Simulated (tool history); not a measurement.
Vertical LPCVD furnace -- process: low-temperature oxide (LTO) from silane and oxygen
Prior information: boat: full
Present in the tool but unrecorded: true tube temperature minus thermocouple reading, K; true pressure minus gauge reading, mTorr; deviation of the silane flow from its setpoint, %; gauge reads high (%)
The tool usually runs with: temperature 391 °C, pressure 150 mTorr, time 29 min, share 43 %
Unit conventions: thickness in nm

run,hour,temperature,pressure,time,share,wafers since the last listed run,hours since the last temperature calibration,hours since the pressure gauge was zeroed,hours since the silane flow controller was replaced,hours since the gauge calibration,"read-back reference wafer on the same gauge, thickness",thickness
1,0,391,150,24,43,0,3459,3894.6,6280.6,122.1,191.94,155.54
2,25.9,391,150,29,43,254,3484.9,3920.5,6306.5,148,191.93,187.06
3,49.6,391,150,29,43,233,3508.6,3944.2,6330.2,171.7,192.06,187.64
4,82.9,391,150,29,43,327,3541.9,3977.5,6363.5,205,192.11,187.55
5,103.9,391,150,29,43,206,3562.9,3998.5,6384.5,226,191.88,187.38
6,135.3,391,150,29,43,308,3594.3,4029.9,6415.9,257.4,192.03,188.14
7,162.7,391,150,26.5,43,269,3621.7,4057.3,6443.3,284.8,191.99,171.68
8,195.4,391,150,26.5,43,321,3654.4,4090,6476,317.5,192.01,171.63
# hour 205.1: gauge calibrated
9,210.5,391,150,29,43,148,3669.5,4105.1,6491.1,5.4,191.97,188.45
10,233.3,391,150,29,43,224,3692.3,4127.9,6513.9,28.2,191.98,188.17
# hour 285.6: pressure gauge zeroed
11,286.1,391,150,29,43,283,3745.1,0.5,6566.7,81,192,176.25
12,290.6,384,140,29,43,44,3749.6,5,6571.2,85.5,192.02,152.42
# hour 317.7: silane flow controller replaced
13,324.4,391,125,36,43,96,3783.4,38.8,6.7,119.3,192.06,182.63
14,340.3,396,165,29,37,156,3799.3,54.7,22.6,135.2,192.02,171.79
# hour 378.8: thermocouples replaced and temperature profile calibrated
15,379.3,391,150,29,43,147,0.5,93.7,61.6,174.2,192.02,176.99
16,383.7,391,150,29,43,43,4.9,98.1,66,178.6,192.02,176.88
17,412.7,400,150,29,43,285,33.9,127.1,95,207.6,191.96,194.85
18,445.4,391,150,29,43,321,66.6,159.8,127.7,240.3,191.91,177.07
# hour 505.2: gauge calibrated
19,538.8,400,150,25,43,918,160,253.2,221.1,33.6,192.03,168.46
20,571.5,396,150,29,43,321,192.7,285.9,253.8,66.3,191.98,186.99
21,584.4,391,150,29,43,126,205.6,298.8,266.7,79.2,191.93,177.6
22,601.4,391,135,19.5,39,167,222.6,315.8,283.7,96.2,192.05,95.58
23,618.8,391,150,29,43,171,240,333.2,301.1,113.6,191.92,177.47
24,642.2,391,120,29,50,230,263.4,356.6,324.5,137,192.05,164.78
25,656.3,379,150,33,46,138,277.5,370.7,338.6,151.1,192.02,189.7

Branching from run 25: 4 alternative next runs. What would each branch give?
A,660.8,386,150,29,43,44,282,375.2,343.1,155.6,?,?
B,660.8,391,150,29,35,44,282,375.2,343.1,155.6,?,?
C,660.8,391,180,29,46,44,282,375.2,343.1,155.6,?,?
D,660.8,400,180,29,47,44,282,375.2,343.1,155.6,?,?

run,"read-back reference wafer on the same gauge, thickness",thickness
A,191.93,168.24
B,191.93,137.52
C,191.93,229.72
D,191.93,258.29
Without the tool's hidden state the same runs would have given:
run,thickness
A,168.47
B,137.71
C,229.98
D,258.58
